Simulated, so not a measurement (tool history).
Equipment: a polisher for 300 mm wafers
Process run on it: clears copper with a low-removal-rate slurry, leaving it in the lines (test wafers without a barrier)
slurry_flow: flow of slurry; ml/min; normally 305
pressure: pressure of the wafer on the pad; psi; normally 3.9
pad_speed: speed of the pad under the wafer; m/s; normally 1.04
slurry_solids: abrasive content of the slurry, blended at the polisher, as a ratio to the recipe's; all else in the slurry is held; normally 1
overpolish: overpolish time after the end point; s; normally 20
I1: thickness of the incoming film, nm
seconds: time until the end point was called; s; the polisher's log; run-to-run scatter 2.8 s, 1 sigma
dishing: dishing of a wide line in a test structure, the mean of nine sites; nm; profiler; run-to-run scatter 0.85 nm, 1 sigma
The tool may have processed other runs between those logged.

run 1 hour=0 | slurry_flow=305 pressure=3.9 pad_speed=1.04 slurry_solids=1 overpolish=20 | I1=604.1 | seconds=161.8 dishing=52.7
-- hour=16.4 worn pad replaced by a new one
run 2 hour=16.9 | slurry_flow=305 pressure=3.9 pad_speed=1.04 slurry_solids=1 overpolish=20 | I1=613.7 | seconds=161.6 dishing=54.2
run 3 hour=23.1 | slurry_flow=235 pressure=4.4 pad_speed=1.04 slurry_solids=1 overpolish=20 | I1=615.9 | seconds=147.2 dishing=59.3
run 4 hour=35.4 | slurry_flow=255 pressure=3.9 pad_speed=1.04 slurry_solids=1 overpolish=20 | I1=615.8 | seconds=160.5 dishing=52.5
run 5 hour=44 | slurry_flow=255 pressure=3.9 pad_speed=1.04 slurry_solids=1 overpolish=20 | I1=613.5 | seconds=167.9 dishing=53
run 6 hour=51.3 | slurry_flow=305 pressure=3.9 pad_speed=1.04 slurry_solids=1 overpolish=20 | I1=612.2 | seconds=159.9 dishing=56.3
run 7 hour=66.6 | slurry_flow=305 pressure=3.9 pad_speed=1.04 slurry_solids=1 overpolish=20 | I1=613.7 | seconds=159.2 dishing=54.2
run 8 hour=82.6 | slurry_flow=375 pressure=3.9 pad_speed=1.04 slurry_solids=1 overpolish=20 | I1=619.2 | seconds=172.1 dishing=52.9
run 9 hour=89.1 | slurry_flow=305 pressure=3.9 pad_speed=1.04 slurry_solids=1 overpolish=20 | I1=605.4 | seconds=166.5 dishing=52.4
-- hour=93.7 slurry nozzle cleaned
-- hour=95.3 head pressure recalibrated
run 10 hour=101.7 | slurry_flow=345 pressure=3.9 pad_speed=1.04 slurry_solids=1 overpolish=20 | I1=622.5 | seconds=177.1 dishing=51.7
-- hour=107.1 worn pad replaced by a new one
run 11 hour=108 | slurry_flow=305 pressure=4.5 pad_speed=1.04 slurry_solids=1.1 overpolish=13 | I1=626.9 | seconds=168.4 dishing=38.3
-- hour=123.9 slurry blender recalibrated
run 12 hour=124.6 | slurry_flow=205 pressure=3.9 pad_speed=0.8 slurry_solids=1 overpolish=29 | I1=620.9 | seconds=258.7 dishing=50.8
-- hour=143.3 worn pad replaced by a new one, repeated, since the last time left the tool worse
run 13 hour=143.8 | slurry_flow=355 pressure=3.9 pad_speed=1.04 slurry_solids=1.15 overpolish=26 | I1=607.7 | seconds=151.3 dishing=71.8
run 14 hour=152.9 | slurry_flow=270 pressure=3.9 pad_speed=1.04 slurry_solids=1 overpolish=20 | I1=615.5 | seconds=169.4 dishing=56.2
run 15 hour=163.5 | slurry_flow=305 pressure=3.9 pad_speed=1.04 slurry_solids=1 overpolish=20 | I1=612.6 | seconds=158.2 dishing=54.2
run 16 hour=171.7 | slurry_flow=305 pressure=3.9 pad_speed=1.3 slurry_solids=1 overpolish=20 | I1=623.7 | seconds=131.5 dishing=65.6
run 17 hour=185.8 | slurry_flow=270 pressure=3.9 pad_speed=1.04 slurry_solids=1 overpolish=20 | I1=617.2 | seconds=165.2 dishing=52.8

Consider 5 possible next runs. They are alternatives, not a sequence: every one starts from the tool as it was left by run 17. What does each give?
run A hour=186.3 | slurry_flow=305 pressure=5.1 pad_speed=1.04 slurry_solids=1 overpolish=20 | I1=616.7 | seconds=? dishing=?
run B hour=186.3 | slurry_flow=365 pressure=4.7 pad_speed=1.04 slurry_solids=1 overpolish=26 | I1=616.7 | seconds=? dishing=?
run C hour=186.3 | slurry_flow=395 pressure=3.9 pad_speed=1.04 slurry_solids=0.7 overpolish=20 | I1=616.7 | seconds=? dishing=?
run D hour=186.3 | slurry_flow=305 pressure=2.6 pad_speed=1.04 slurry_solids=1 overpolish=20 | I1=616.7 | seconds=? dishing=?
run E hour=186.3 | slurry_flow=305 pressure=4.7 pad_speed=0.78 slurry_solids=1 overpolish=20 | I1=616.7 | seconds=? dishing=?

run=A seconds=130.9 dishing=68.5
run=B seconds=138.2 dishing=80.9
run=C seconds=169.6 dishing=54.2
run=D seconds=226.5 dishing=41.4
run=E seconds=187.2 dishing=50.1
Stripped of hidden state, with their random variation kept, the same runs would have yielded:
run=A seconds=128.1 dishing=69.7
run=B seconds=135.2 dishing=82.3
run=C seconds=165.9 dishing=55.3
run=D seconds=221.6 dishing=42.2
run=E seconds=183.1 dishing=51.1

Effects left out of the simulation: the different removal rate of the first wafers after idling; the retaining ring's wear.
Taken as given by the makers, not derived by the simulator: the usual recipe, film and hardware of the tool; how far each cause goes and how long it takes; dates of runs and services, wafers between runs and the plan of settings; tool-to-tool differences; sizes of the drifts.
